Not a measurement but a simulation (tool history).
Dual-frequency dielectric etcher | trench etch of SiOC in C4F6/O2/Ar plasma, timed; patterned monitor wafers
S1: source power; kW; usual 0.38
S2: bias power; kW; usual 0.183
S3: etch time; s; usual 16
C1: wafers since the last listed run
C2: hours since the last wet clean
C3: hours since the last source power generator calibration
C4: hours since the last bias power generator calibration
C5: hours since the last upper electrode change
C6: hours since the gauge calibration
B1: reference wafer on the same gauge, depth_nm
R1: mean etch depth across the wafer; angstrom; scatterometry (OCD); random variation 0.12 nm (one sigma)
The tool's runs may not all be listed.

run    hour    S1     S2    S3    C1     C2      C3      C4      C5      C6     B1     R1
  1       0  0.43  0.183    16     0  227.2  3906.9  2161.1  4609.1    1298  33.52    344
  2    37.9  0.43  0.183    16   578  265.1  3944.8    2199    4647  1335.9  33.53  346.1
       79.2  -- gauge calibrated
  3    86.6  0.43  0.183    16   743  313.8  3993.5  2247.7  4695.7     7.4  33.49  346.5
  4   110.9  0.38  0.206    16   370  338.1  4017.8    2272    4720    31.7   33.5  349.1
  5   324.7  0.38  0.183    16  3263  551.9  4231.6  2485.8  4933.8   245.5   33.5  337.3
  6   384.7  0.38  0.183    16   915  611.9  4291.6  2545.8  4993.8   305.5  33.52  340.3
      390.4  -- bias power generator calibrated
      439.4  -- wet clean of the chamber
  7   439.9  0.38  0.183    16   415    0.5  4346.8    49.5    5049   360.7   33.5  319.2
      467.8  -- source power generator calibrated
  8   497.4  0.38  0.183    16   816     58    29.6     107  5106.5   418.2  33.53    318
  9   526.6  0.47  0.147    12   445   87.2    58.8   136.2  5135.7   447.4  33.47  234.6
 10   557.3  0.31  0.139    16   468  117.9    89.5   166.9  5166.4   478.1  33.47  265.7
 11     618  0.44  0.163  14.5   926  178.6   150.2   227.6  5227.1   538.8  33.44  292.4
 12   665.2   0.3  0.183    16   720  225.8   197.4   274.8  5274.3     586  33.51  298.9
 13   728.4  0.48  0.143    12   964    289   260.6     338  5337.5   649.2  33.49  235.9
 14   784.7  0.47  0.141  19.5   859  345.3   316.9   394.3  5393.8   705.5  33.49  384.4
 15   816.3  0.38  0.143    18   482  376.9   348.5   425.9  5425.4   737.1  33.49  330.7
      863.8  -- upper electrode replaced
 16   864.3  0.38  0.183  19.5   366  424.9   396.5   473.9     0.5   785.1  33.52  400.5
 17   907.1  0.46  0.165  12.5   653  467.7   439.3   516.7    43.3   827.9  33.49  261.3
 18   931.7  0.38   0.17    20   375  492.3   463.9   541.3    67.9   852.5  33.56  398.2
 19   998.7  0.38  0.183    16  1022  559.3   530.9   608.3   134.9   919.5  33.49  329.8
     1049.8  -- wet clean of the chamber
 20  1068.6   0.3  0.183  11.5   700   18.8   600.8   678.2   204.8   989.4  33.52  214.6
 21  1113.5  0.38  0.144    16   685   63.7   645.7   723.1   249.7  1034.3  33.46  292.7
 22  1139.6  0.38  0.216  20.5   398   89.8   671.8   749.2   275.8  1060.4  33.49  444.2
 23  1206.1  0.47  0.183    16  1015  156.3   738.3   815.7   342.3  1126.9  33.47  348.5
 24  1244.7  0.38  0.171    16   589  194.9   776.9   854.3   380.9  1165.5  33.46  314.2
 25  1276.1  0.42  0.229  12.5   479  226.3   808.3   885.7   412.3  1196.9  33.49  289.6
 26    1311  0.38  0.201    19   532  261.2   843.2   920.6   447.2  1231.8  33.48  405.9
 27  1342.5  0.38  0.183    16   480  292.7   874.7   952.1   478.7  1263.3  33.53    328
 28  1398.1  0.38  0.165    20   848  348.3   930.3  1007.7   534.3  1318.9   33.5  392.5
 29  1444.5  0.38  0.183    16   708  394.7   976.7  1054.1   580.7  1365.3  33.48  330.5
 30  1491.3  0.38  0.161  17.5   714  441.5  1023.5  1100.9   627.5  1412.1  33.54  345.1
 31  1582.4  0.38  0.198    16  1390  532.6  1114.6    1192   718.6  1503.2  33.54  344.1

The same runs without the tool's hidden state, with the same run-to-run variation:
The hidden state here: etch rate over this chamber's usual, %; source power that arrives over what is set, %; bias power that arrives over what is set, %; gauge reads high (%).
run     R1
  1  335.4
  2  336.5
  3  335.6
  4  337.3
  5  320.5
  6  321.9
  7  323.8
  8  321.2
  9  236.4
 10  267.2
 11  292.8
 12  298.5
 13  234.4
 14  380.5
 15  326.6
 16  394.3
 17  256.5
 18  390.2
 19  321.7
 20    215
 21  292.2
 22  442.7
 23  345.6
 24  310.7
 25  285.8
 26  399.5
 27  322.1
 28  383.8
 29  322.2
 30  335.3
 31  332.1
